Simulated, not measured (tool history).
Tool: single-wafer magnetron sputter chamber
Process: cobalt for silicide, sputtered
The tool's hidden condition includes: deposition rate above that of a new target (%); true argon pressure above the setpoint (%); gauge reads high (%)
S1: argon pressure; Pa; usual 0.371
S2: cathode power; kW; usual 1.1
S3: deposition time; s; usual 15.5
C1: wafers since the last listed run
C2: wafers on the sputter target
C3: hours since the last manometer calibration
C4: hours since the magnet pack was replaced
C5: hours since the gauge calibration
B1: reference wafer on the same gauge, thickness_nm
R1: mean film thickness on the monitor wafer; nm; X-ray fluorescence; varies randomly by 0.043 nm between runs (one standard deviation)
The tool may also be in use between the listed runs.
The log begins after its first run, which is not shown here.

run,day,S1,S2,S3,C1,C2,C3,C4,C5,B1,R1
2,1.425,0.429,1.1,15.5,636,1471,1264.3,4844,588.3,8.36,7.04
3,2.692,0.371,1.1,13.2,565,2037,1294.7,4874.4,618.7,8.351,6.16
4,3.288,0.371,1.1,13.2,266,2303,1309,4888.7,633,8.357,6.232
5,4.521,0.371,1.1,15.5,550,2853,1338.6,4918.3,662.6,8.355,7.196
6,5.621,0.371,1.1,15.5,491,3344,1365,4944.7,689,8.369,7.13
7,6.992,0.283,1.1,15.5,612,3957,1397.9,4977.6,721.9,8.362,7.351
# day 7.783: sputter target and shields replaced
8,7.804,0.283,1.1,15.5,213,9,1417.4,4997.1,741.4,8.372,7.471
9,8.654,0.283,1.1,15.5,379,389,1437.8,5017.5,761.8,8.369,7.527
10,9.967,0.371,1.1,15.5,586,975,1469.3,5049,793.3,8.363,7.21
11,10.821,0.371,1.1,15.5,381,1356,1489.8,5069.5,813.8,8.362,7.183
12,12.033,0.371,1.1,15.5,541,1897,1518.9,5098.6,842.9,8.36,7.282
# day 12.146: gauge calibrated
13,13.679,0.371,1.1,15.5,734,2632,1558.4,5138.1,36.8,8.354,7.196
# day 14.338: capacitance manometer re-zeroed and calibrated
14,14.733,0.371,1.1,15.5,321,2954,9.5,5163.4,62.1,8.362,7.137
15,15.621,0.371,1.1,15.5,396,3350,30.8,5184.7,83.4,8.353,7.116
16,17.029,0.371,1.1,15.5,628,3979,64.6,5218.5,117.2,8.363,7.047
# day 17.504: sputter target and shields replaced
17,18.475,0.519,1.25,12.9,496,433,99.3,5253.2,151.9,8.351,6.511
18,19.892,0.328,0.9,17.2,632,1066,133.3,5287.2,185.9,8.363,6.664
19,21.133,0.252,1.1,15.5,554,1620,163.1,5317,215.7,8.356,7.576
20,21.938,0.419,1.1,15.5,359,1979,182.4,5336.3,235,8.377,7.06

Estimate the outcome of run 21 from the log above:
21,23.008,0.371,1.1,17.8,478,2457,208.1,5362,260.7,?,?

Run 21 measured B1 8.373, R1 8.27 nm.
Take away the tool's hidden state, keep the run-to-run variation as it was, and the same run would have given R1 8.34 nm.
